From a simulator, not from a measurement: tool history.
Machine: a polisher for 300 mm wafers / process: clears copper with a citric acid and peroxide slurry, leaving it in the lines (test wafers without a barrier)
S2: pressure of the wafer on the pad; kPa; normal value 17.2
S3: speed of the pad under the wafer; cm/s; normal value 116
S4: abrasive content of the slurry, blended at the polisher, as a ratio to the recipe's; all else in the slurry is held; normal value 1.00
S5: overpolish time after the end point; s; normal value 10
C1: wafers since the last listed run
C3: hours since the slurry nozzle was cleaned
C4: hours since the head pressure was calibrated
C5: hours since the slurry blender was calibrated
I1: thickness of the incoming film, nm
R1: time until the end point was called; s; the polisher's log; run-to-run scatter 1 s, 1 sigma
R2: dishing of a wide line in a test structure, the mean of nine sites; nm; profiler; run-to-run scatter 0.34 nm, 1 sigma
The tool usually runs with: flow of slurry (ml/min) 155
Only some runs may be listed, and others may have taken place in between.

Run 1, hour 0.0: usual settings; C1 0; wafers polished on this pad 82; C3 171.7; C4 561.8; C5 96.3; I1 180.4. Result: R1 88.0 s, R2 15.2 nm.
Run 2, hour 15.1: usual settings; C1 124; wafers polished on this pad 207; C3 186.8; C4 576.9; C5 111.4; I1 179.9. Result: R1 88.2 s, R2 15.0 nm.
Run 3, hour 25.9: usual settings; C1 88; wafers polished on this pad 295; C3 197.6; C4 587.7; C5 122.2; I1 179.2. Result: R1 85.9 s, R2 15.5 nm.
Run 4, hour 38.2: usual settings but S4 1.05; C1 101; wafers polished on this pad 397; C3 209.9; C4 600.0; C5 134.5; I1 182.7. Result: R1 88.9 s, R2 15.6 nm.
Run 5, hour 51.2: usual settings but S4 1.05; C1 106; wafers polished on this pad 504; C3 222.9; C4 613.0; C5 147.5; I1 181.7. Result: R1 88.0 s, R2 15.4 nm.
Run 6, hour 58.6: usual settings; C1 60; wafers polished on this pad 564; C3 230.3; C4 620.4; C5 154.9; I1 179.9. Result: R1 91.1 s, R2 14.8 nm.
Run 7, hour 67.9: usual settings; C1 76; wafers polished on this pad 641; C3 239.6; C4 629.7; C5 164.2; I1 178.2. Result: R1 88.3 s, R2 14.5 nm.
Run 8, hour 76.7: usual settings but S4 0.80; C1 72; wafers polished on this pad 713; C3 248.4; C4 638.5; C5 173.0; I1 178.5. Result: R1 99.5 s, R2 13.8 nm.
Run 9, hour 88.2: usual settings but S4 0.80; C1 94; wafers polished on this pad 808; C3 259.9; C4 650.0; C5 184.5; I1 177.2. Result: R1 96.5 s, R2 13.8 nm.
Run 10, hour 104.2: usual settings but S4 1.10; C1 131; wafers polished on this pad 940; C3 275.9; C4 666.0; C5 200.5; I1 178.6. Result: R1 89.6 s, R2 15.0 nm.
Run 11, hour 114.9: usual settings but flow of slurry (ml/min) 125, S2 22.1 kPa, S4 0.80, S5 7 s; C1 88; wafers polished on this pad 1028; C3 286.6; C4 676.7; C5 211.2; I1 180.5. Result: R1 86.0 s, R2 11.5 nm.
Run 12, hour 121.0: usual settings but S2 19.3 kPa, S5 12 s; C1 50; wafers polished on this pad 1078; C3 292.7; C4 682.8; C5 217.3; I1 182.3. Result: R1 83.6 s, R2 19.0 nm.
At hour 123.8: head pressure recalibrated.
At hour 129.3: slurry blender recalibrated.
Run 13, hour 137.5: usual settings but flow of slurry (ml/min) 135, S3 138 cm/s, S5 15 s; C1 102; wafers polished on this pad 1181; C3 309.2; C4 13.7; C5 8.2; I1 178.2. Result: R1 80.9 s, R2 24.7 nm.
Run 14, hour 145.5: usual settings but S3 130 cm/s, S5 14 s; C1 65; wafers polished on this pad 1247; C3 317.2; C4 21.7; C5 16.2; I1 181.0. Result: R1 83.7 s, R2 22.3 nm.
At hour 153.2: worn pad replaced by a new one, of another model than before.
Run 15, hour 162.8: usual settings but S3 150 cm/s, S4 0.90, S5 12 s; C1 109; wafers polished on this pad 78; C3 334.5; C4 39.0; C5 33.5; I1 176.7. Result: R1 77.5 s, R2 20.2 nm.
At hour 177.9: slurry nozzle cleaned.
Run 16, hour 191.5: usual settings; C1 227; wafers polished on this pad 306; C3 13.6; C4 67.7; C5 62.2; I1 178.9. Result: R1 82.5 s, R2 16.2 nm.
Run 17, hour 199.0: usual settings but flow of slurry (ml/min) 185, S3 152 cm/s, S4 0.85, S5 8 s; C1 61; wafers polished on this pad 368; C3 21.1; C4 75.2; C5 69.7; I1 181.7. Result: R1 76.4 s, R2 14.7 nm.
Run 18, hour 210.3: usual settings; C1 92; wafers polished on this pad 461; C3 32.4; C4 86.5; C5 81.0; I1 180.7. Result: R1 84.8 s, R2 16.3 nm.
Run 19, hour 226.8: usual settings; C1 135; wafers polished on this pad 597; C3 48.9; C4 103.0; C5 97.5; I1 179.0. Result: R1 85.0 s, R2 16.8 nm.
Run 20, hour 235.7: usual settings; C1 73; wafers polished on this pad 670; C3 57.8; C4 111.9; C5 106.4; I1 180.0. Result: R1 86.1 s, R2 15.5 nm.

Here are 3 independent what-if runs from the current tool condition. What would each one return?
Run A, hour 236.2: usual settings; C1 4; wafers polished on this pad 674; C3 58.3; C4 112.4; C5 106.9; I1 179.7. Result: R1 ?, R2 ?.
Run B, hour 236.2: usual settings but S3 146 cm/s; C1 4; wafers polished on this pad 674; C3 58.3; C4 112.4; C5 106.9; I1 179.7. Result: R1 ?, R2 ?.
Run C, hour 236.2: usual settings but S5 5 s; C1 4; wafers polished on this pad 674; C3 58.3; C4 112.4; C5 106.9; I1 179.7. Result: R1 ?, R2 ?.

run    R1    R2
  A  84.4  16.1
  B  73.8  18.3
  C  84.4   8.4
Had the tool no hidden state, the same runs would have come out as:
run    R1    R2
  A  83.6  16.3
  B  73.1  18.4
  C  83.6   8.4
